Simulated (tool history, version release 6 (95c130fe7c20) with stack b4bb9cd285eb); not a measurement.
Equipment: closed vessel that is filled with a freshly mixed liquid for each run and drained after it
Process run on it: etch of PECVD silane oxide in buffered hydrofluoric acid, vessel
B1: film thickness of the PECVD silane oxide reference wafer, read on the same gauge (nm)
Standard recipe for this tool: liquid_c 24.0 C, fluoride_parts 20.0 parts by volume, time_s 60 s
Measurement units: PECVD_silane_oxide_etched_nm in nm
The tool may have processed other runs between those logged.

{"run": 1, "hour": 0.0, "liquid_c": 24.0, "fluoride_parts": 16.0, "time_s": 60, "B1": 69.96, "PECVD_silane_oxide_etched_nm": 135.85}
{"run": 2, "hour": 97.1, "liquid_c": 24.0, "fluoride_parts": 20.0, "time_s": 60, "B1": 70.02, "PECVD_silane_oxide_etched_nm": 107.84}
{"run": 3, "hour": 195.2, "liquid_c": 24.0, "fluoride_parts": 20.0, "time_s": 60, "B1": 70.01, "PECVD_silane_oxide_etched_nm": 106.52}
{"run": 4, "hour": 297.6, "liquid_c": 24.0, "fluoride_parts": 20.0, "time_s": 60, "B1": 70.01, "PECVD_silane_oxide_etched_nm": 106.87}
{"run": 5, "hour": 390.7, "liquid_c": 24.0, "fluoride_parts": 20.0, "time_s": 60, "B1": 69.98, "PECVD_silane_oxide_etched_nm": 106.27}
{"hour": 397.8, "done": "thermometer replaced"}
{"run": 6, "hour": 432.5, "liquid_c": 21.0, "fluoride_parts": 20.0, "time_s": 60, "B1": 70.01, "PECVD_silane_oxide_etched_nm": 92.27}
{"run": 7, "hour": 522.4, "liquid_c": 21.0, "fluoride_parts": 20.0, "time_s": 60, "B1": 70.02, "PECVD_silane_oxide_etched_nm": 92.07}
{"run": 8, "hour": 569.2, "liquid_c": 27.0, "fluoride_parts": 20.0, "time_s": 75, "B1": 70.05, "PECVD_silane_oxide_etched_nm": 160.13}
{"run": 9, "hour": 653.9, "liquid_c": 27.0, "fluoride_parts": 20.0, "time_s": 75, "B1": 69.93, "PECVD_silane_oxide_etched_nm": 159.75}
{"run": 10, "hour": 720.7, "liquid_c": 27.0, "fluoride_parts": 20.0, "time_s": 75, "B1": 70.04, "PECVD_silane_oxide_etched_nm": 158.49}
{"run": 11, "hour": 770.6, "liquid_c": 24.0, "fluoride_parts": 20.0, "time_s": 60, "B1": 70.05, "PECVD_silane_oxide_etched_nm": 108.02}
{"run": 12, "hour": 809.0, "liquid_c": 24.0, "fluoride_parts": 20.0, "time_s": 60, "B1": 70.03, "PECVD_silane_oxide_etched_nm": 107.58}
{"run": 13, "hour": 847.4, "liquid_c": 24.0, "fluoride_parts": 20.0, "time_s": 80, "B1": 70.03, "PECVD_silane_oxide_etched_nm": 143.65}
{"run": 14, "hour": 943.3, "liquid_c": 24.0, "fluoride_parts": 24.5, "time_s": 60, "B1": 69.99, "PECVD_silane_oxide_etched_nm": 92.64}
{"run": 15, "hour": 1015.3, "liquid_c": 26.5, "fluoride_parts": 17.0, "time_s": 70, "B1": 70.07, "PECVD_silane_oxide_etched_nm": 167.67}
{"run": 16, "hour": 1106.4, "liquid_c": 24.0, "fluoride_parts": 20.0, "time_s": 90, "B1": 69.97, "PECVD_silane_oxide_etched_nm": 156.42}
{"hour": 1140.8, "done": "thermometer replaced"}
{"run": 17, "hour": 1164.6, "liquid_c": 26.5, "fluoride_parts": 25.0, "time_s": 60, "B1": 69.99, "PECVD_silane_oxide_etched_nm": 109.16}
{"hour": 1208.9, "done": "hydrofluoric acid flow meter replaced"}
{"run": 18, "hour": 1212.5, "liquid_c": 27.0, "fluoride_parts": 15.0, "time_s": 60, "B1": 70.01, "PECVD_silane_oxide_etched_nm": 170.93}
{"run": 19, "hour": 1291.8, "liquid_c": 22.0, "fluoride_parts": 23.0, "time_s": 30, "B1": 69.96, "PECVD_silane_oxide_etched_nm": 44.72}
{"run": 20, "hour": 1360.4, "liquid_c": 24.0, "fluoride_parts": 20.0, "time_s": 60, "B1": 70.02, "PECVD_silane_oxide_etched_nm": 110.36}
{"hour": 1378.3, "done": "gauge calibrated"}
{"run": 21, "hour": 1427.3, "liquid_c": 21.5, "fluoride_parts": 13.0, "time_s": 50, "B1": 70.0, "PECVD_silane_oxide_etched_nm": 120.67}
{"run": 22, "hour": 1475.9, "liquid_c": 28.0, "fluoride_parts": 20.0, "time_s": 60, "B1": 70.01, "PECVD_silane_oxide_etched_nm": 134.58}
{"run": 23, "hour": 1512.3, "liquid_c": 24.0, "fluoride_parts": 20.0, "time_s": 60, "B1": 70.02, "PECVD_silane_oxide_etched_nm": 107.87}
{"run": 24, "hour": 1572.0, "liquid_c": 27.5, "fluoride_parts": 20.0, "time_s": 75, "B1": 70.01, "PECVD_silane_oxide_etched_nm": 163.59}
{"run": 25, "hour": 1661.5, "liquid_c": 26.0, "fluoride_parts": 17.0, "time_s": 70, "B1": 69.98, "PECVD_silane_oxide_etched_nm": 163.54}
{"hour": 1910.4, "done": "thermometer replaced"}
{"run": 26, "hour": 1946.8, "liquid_c": 24.0, "fluoride_parts": 25.0, "time_s": 60, "B1": 70.02, "PECVD_silane_oxide_etched_nm": 93.92}
{"run": 27, "hour": 2040.7, "liquid_c": 27.0, "fluoride_parts": 20.0, "time_s": 75, "B1": 70.01, "PECVD_silane_oxide_etched_nm": 161.16}
{"run": 28, "hour": 2101.4, "liquid_c": 28.0, "fluoride_parts": 16.5, "time_s": 80, "B1": 70.0, "PECVD_silane_oxide_etched_nm": 219.2}
{"run": 29, "hour": 2166.2, "liquid_c": 20.5, "fluoride_parts": 12.5, "time_s": 60, "B1": 70.0, "PECVD_silane_oxide_etched_nm": 141.85}
{"run": 30, "hour": 2267.7, "liquid_c": 24.0, "fluoride_parts": 26.5, "time_s": 60, "B1": 70.0, "PECVD_silane_oxide_etched_nm": 89.45}
{"run": 31, "hour": 2328.5, "liquid_c": 24.0, "fluoride_parts": 20.0, "time_s": 60, "B1": 70.02, "PECVD_silane_oxide_etched_nm": 108.9}

5 ways to go on from here, each from the tool as it stands after run 31. What would each give?
{"run": "A", "hour": 2329.2, "liquid_c": 24.0, "fluoride_parts": 20.0, "time_s": 45, "B1": "?", "PECVD_silane_oxide_etched_nm": "?"}
{"run": "B", "hour": 2329.2, "liquid_c": 24.0, "fluoride_parts": 17.5, "time_s": 60, "B1": "?", "PECVD_silane_oxide_etched_nm": "?"}
{"run": "C", "hour": 2329.2, "liquid_c": 24.0, "fluoride_parts": 24.5, "time_s": 90, "B1": "?", "PECVD_silane_oxide_etched_nm": "?"}
{"run": "D", "hour": 2329.2, "liquid_c": 26.0, "fluoride_parts": 20.0, "time_s": 60, "B1": "?", "PECVD_silane_oxide_etched_nm": "?"}
{"run": "E", "hour": 2329.2, "liquid_c": 24.0, "fluoride_parts": 20.0, "time_s": 70, "B1": "?", "PECVD_silane_oxide_etched_nm": "?"}

run=A B1=70.01 PECVD_silane_oxide_etched_nm=80.09
run=B B1=70.01 PECVD_silane_oxide_etched_nm=121.82
run=C B1=70.01 PECVD_silane_oxide_etched_nm=139.30
run=D B1=70.01 PECVD_silane_oxide_etched_nm=119.10
run=E B1=70.01 PECVD_silane_oxide_etched_nm=124.59
What these runs would have given with no unlogged condition in the tool:
run=A PECVD_silane_oxide_etched_nm=82.32
run=B PECVD_silane_oxide_etched_nm=125.20
run=C PECVD_silane_oxide_etched_nm=143.18
run=D PECVD_silane_oxide_etched_nm=122.37
run=E PECVD_silane_oxide_etched_nm=128.05
